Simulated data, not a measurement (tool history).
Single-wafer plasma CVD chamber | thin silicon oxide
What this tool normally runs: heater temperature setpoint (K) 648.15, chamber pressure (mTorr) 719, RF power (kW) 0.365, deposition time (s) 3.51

run     day  heater temperature setpoint (K)  chamber pressure (mTorr)  RF power (kW)  deposition time (s)  read-back reference wafer on the same gauge, thickness_nm  mean film thickness on the monitor wafer (angstrom)
  1       0                           648.15                       719          0.365                 3.51                                                      7.678                                                69.56
  2   1.825                           648.15                       719          0.365                 3.51                                                      7.669                                                68.91
  3   3.975                           648.15                       719          0.365                 3.51                                                       7.68                                                69.15
  4   5.162                           648.15                       719          0.365                 3.76                                                      7.666                                                 74.1
  5   6.725                           648.15                       826          0.365                 3.51                                                      7.667                                                78.95
  6    9.55                           648.15                       826          0.365                 3.51                                                      7.654                                                78.93
  7  10.929                           648.15                       719          0.365                 3.51                                                      7.653                                                68.65
  8  13.296                           648.15                       719          0.365                 3.51                                                      7.639                                                68.75
  9  14.817                           648.15                       719          0.365                 3.51                                                      7.632                                                69.13
 10  16.829                           648.15                       719          0.365                 3.07                                                      7.629                                                60.03
     17.725  -- showerhead replaced
 11  25.175                           648.15                       719          0.365                 3.07                                                      7.602                                                59.78
     25.779  -- capacitance manometer re-zeroed and calibrated
     27.646  -- RF generator calibrated
 12  27.667                           648.15                       719          0.365                 3.51                                                       7.61                                                67.93
 13  28.925                           656.15                       587          0.365                 3.26                                                      7.596                                                51.24
 14  31.258                           648.15                       719          0.365                 3.51                                                      7.577                                                68.24
 15  32.383                           635.15                       887           0.32                 3.74                                                      7.584                                                84.87
 16  33.704                           648.15                       719          0.365                 3.51                                                      7.573                                                68.24
 17      35                           662.15                       606           0.39                 3.74                                                      7.569                                                61.24
     36.142  -- thermocouple changed; heater temperature recalibrated
     36.212  -- gauge calibrated
 18  36.821                           648.15                       719          0.365                 3.51                                                      7.728                                                69.42
 19  38.617                           658.15                       631          0.345                 3.51                                                      7.738                                                59.47
 20  40.825                           648.15                       719          0.365                 3.51                                                      7.724                                                69.31
 21  42.658                           648.15                       719          0.365                 3.51                                                      7.718                                                69.83
 22  44.946                           642.15                       719          0.365                 3.51                                                      7.729                                                69.86
 23  47.142                           648.15                       719          0.395                 2.88                                                      7.721                                                58.56
 24  49.179                           637.15                       719          0.425                 3.14                                                      7.733                                                65.55
 25  50.383                           648.15                       719          0.365                  3.2                                                       7.72                                                63.17
 26  51.625                           643.15                       719          0.295                 4.02                                                      7.728                                                75.06
 27  53.971                           635.15                       574           0.42                 3.32                                                      7.729                                                54.54
 28  55.967                           656.15                       624          0.435                 3.95                                                      7.718                                                70.48
 29  58.667                           648.15                       719          0.365                 3.51                                                      7.709                                                69.37

Alternative continuations, all from the tool just after run 29; predict every row:
  A  58.683                           648.15                       719          0.365                 3.51                                                          ?                                                    ?
  B  58.683                           652.15                       559           0.32                 3.88                                                          ?                                                    ?
  C  58.683                           638.15                       819           0.43                 3.33                                                          ?                                                    ?
  D  58.683                           648.15                       844          0.365                 3.88                                                          ?                                                    ?

run  read-back reference wafer on the same gauge, thickness_nm  mean film thickness on the monitor wafer (angstrom)
  A                                                       7.71                                                69.62
  B                                                       7.71                                                56.94
  C                                                       7.71                                                78.75
  D                                                       7.71                                                89.38
The same runs, with their run-to-run variation unchanged, on a tool lacking any hidden condition would have given:
run  mean film thickness on the monitor wafer (angstrom)
  A                                                69.75
  B                                                57.05
  C                                                78.89
  D                                                89.54

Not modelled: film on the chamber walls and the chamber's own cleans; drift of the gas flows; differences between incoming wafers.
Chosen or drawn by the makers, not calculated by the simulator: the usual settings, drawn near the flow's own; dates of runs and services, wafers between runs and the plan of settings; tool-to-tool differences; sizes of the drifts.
